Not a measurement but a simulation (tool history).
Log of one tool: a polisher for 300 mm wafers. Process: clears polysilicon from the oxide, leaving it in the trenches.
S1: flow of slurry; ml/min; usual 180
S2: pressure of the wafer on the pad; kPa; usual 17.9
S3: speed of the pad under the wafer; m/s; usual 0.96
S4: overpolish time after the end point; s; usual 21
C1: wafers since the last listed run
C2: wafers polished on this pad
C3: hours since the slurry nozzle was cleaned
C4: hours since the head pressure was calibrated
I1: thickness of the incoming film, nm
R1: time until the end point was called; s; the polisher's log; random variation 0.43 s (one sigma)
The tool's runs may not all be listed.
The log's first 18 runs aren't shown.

Run 19, hour 409.5: usual settings but S1 135 ml/min; C1 109; C2 1456; C3 219.7; C4 501.2; I1 482.2. Result: R1 42.5 s.
Run 20, hour 436.8: usual settings; C1 222; C2 1678; C3 247.0; C4 528.5; I1 473.9. Result: R1 39.3 s.
At hour 438.2: slurry nozzle cleaned.
At hour 447.7: worn pad replaced by a new one.
Run 21, hour 450.8: usual settings but S4 34 s; C1 73; C2 25; C3 12.6; C4 542.5; I1 486.9. Result: R1 40.8 s.
Run 22, hour 481.6: usual settings; C1 250; C2 275; C3 43.4; C4 573.3; I1 478.1. Result: R1 39.5 s.
Run 23, hour 514.0: usual settings but S3 1.06 m/s; C1 263; C2 539; C3 75.8; C4 605.7; I1 481.3. Result: R1 35.9 s.
At hour 542.8: head pressure recalibrated.
Run 24, hour 559.9: usual settings but S1 245 ml/min, S2 20.7 kPa; C1 357; C2 897; C3 121.7; C4 17.1; I1 479.2. Result: R1 35.4 s.
Run 25, hour 584.4: usual settings but S2 12.4 kPa, S3 0.86 m/s; C1 199; C2 1097; C3 146.2; C4 41.6; I1 482.8. Result: R1 68.7 s.
Run 26, hour 598.8: usual settings but S1 150 ml/min, S2 19.3 kPa, S4 16 s; C1 117; C2 1214; C3 160.6; C4 56.0; I1 473.2. Result: R1 40.4 s.
Run 27, hour 629.3: usual settings but S2 23.4 kPa; C1 248; C2 1462; C3 191.1; C4 86.5; I1 480.2. Result: R1 32.4 s.
Run 28, hour 650.3: usual settings; C1 171; C2 1634; C3 212.1; C4 107.5; I1 471.9. Result: R1 42.5 s.
At hour 657.4: worn pad replaced by a new one.
Run 29, hour 665.7: usual settings but S4 32 s; C1 92; C2 67; C3 227.5; C4 122.9; I1 485.3. Result: R1 42.4 s.
At hour 686.0: slurry nozzle cleaned.
Run 30, hour 734.2: usual settings but S3 0.80 m/s; C1 549; C2 617; C3 48.2; C4 191.4; I1 474.9. Result: R1 48.9 s.
Run 31, hour 767.7: usual settings; C1 272; C2 890; C3 81.7; C4 224.9; I1 477.6. Result: R1 41.6 s.
Run 32, hour 836.7: usual settings; C1 562; C2 1452; C3 150.7; C4 293.9; I1 473.0. Result: R1 40.8 s.
At hour 868.2: worn pad replaced by a new one.
Run 33, hour 896.7: usual settings; C1 456; C2 232; C3 210.7; C4 353.9; I1 480.4. Result: R1 40.6 s.

Forecast each of these 5 alternatives for the next run:
Run A, hour 897.1: usual settings but S3 0.76 m/s; C1 3; C2 235; C3 211.1; C4 354.3; I1 481.0. Result: R1 ?.
Run B, hour 897.1: usual settings but S2 15.9 kPa, S3 1.20 m/s, S4 14 s; C1 3; C2 235; C3 211.1; C4 354.3; I1 481.0. Result: R1 ?.
Run C, hour 897.1: usual settings but S1 220 ml/min, S2 13.8 kPa, S3 0.76 m/s; C1 3; C2 235; C3 211.1; C4 354.3; I1 481.0. Result: R1 ?.
Run D, hour 897.1: usual settings but S4 13 s; C1 3; C2 235; C3 211.1; C4 354.3; I1 481.0. Result: R1 ?.
Run E, hour 897.1: usual settings but S3 1.10 m/s; C1 3; C2 235; C3 211.1; C4 354.3; I1 481.0. Result: R1 ?.

run    R1
  A  51.2
  B  36.6
  C  64.4
  D  40.6
  E  35.4
Without the tool's hidden state the same runs would have given:
run    R1
  A  54.7
  B  39.1
  C  68.8
  D  43.3
  E  37.8
